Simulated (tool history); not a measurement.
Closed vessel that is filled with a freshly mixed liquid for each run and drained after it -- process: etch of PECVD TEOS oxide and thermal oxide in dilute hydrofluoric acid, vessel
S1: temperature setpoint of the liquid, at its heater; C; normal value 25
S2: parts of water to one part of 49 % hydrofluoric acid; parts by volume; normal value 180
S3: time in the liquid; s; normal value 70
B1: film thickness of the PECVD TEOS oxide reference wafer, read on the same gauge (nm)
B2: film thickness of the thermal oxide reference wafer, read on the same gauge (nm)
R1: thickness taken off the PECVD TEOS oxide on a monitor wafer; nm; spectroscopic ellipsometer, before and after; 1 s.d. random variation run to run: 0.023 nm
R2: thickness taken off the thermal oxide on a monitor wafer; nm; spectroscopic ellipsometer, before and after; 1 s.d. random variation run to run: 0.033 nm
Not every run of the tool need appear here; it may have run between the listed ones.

run,hour,S1,S2,S3,B1,B2,R1,R2
1,0,29,215,70,71.8,102.525,6.34,1.693
2,31.9,25,180,70,71.77,102.545,6.86,1.846
3,75.9,25,180,70,71.81,102.56,6.89,1.88
4,110.7,25,180,70,71.8,102.613,6.9,1.848
5,163.6,25,180,70,71.82,102.611,6.91,1.849
6,196.6,25,180,70,71.85,102.634,6.91,1.897
# hour 203: hydrofluoric acid flow meter replaced
7,256.6,25,180,70,71.86,102.672,6.86,1.878
8,285.3,25,205,70,71.85,102.651,5.87,1.601
# hour 310.6: gauge calibrated
9,322.1,25,180,70,70.3,100.48,6.74,1.878
10,350,25,180,70,70.49,100.678,6.77,1.827
11,401.5,25,180,70,70.69,101.026,6.8,1.846
12,426.3,25,180,70,70.8,101.164,6.8,1.776
13,460.3,25,180,70,70.94,101.383,6.78,1.814
14,517.6,25,180,70,71.14,101.671,6.82,1.812
15,567.2,21.5,255,70,71.29,101.847,3.92,1.055
16,614.4,30,180,70,71.43,102.041,8.18,2.231
17,643.4,25,180,70,71.5,102.146,6.85,1.857
18,693.4,21,230,55,71.6,102.298,3.43,0.937

Estimate the outcome of run 19 from the log above:
19,745.3,25,180,70,?,?,?,?

B1: 71.72
B2: 102.428
R1: 6.92 nm
R2: 1.875 nm
Had the tool carried no hidden state, the very same run would have given R1 6.75 nm, R2 1.83 nm.

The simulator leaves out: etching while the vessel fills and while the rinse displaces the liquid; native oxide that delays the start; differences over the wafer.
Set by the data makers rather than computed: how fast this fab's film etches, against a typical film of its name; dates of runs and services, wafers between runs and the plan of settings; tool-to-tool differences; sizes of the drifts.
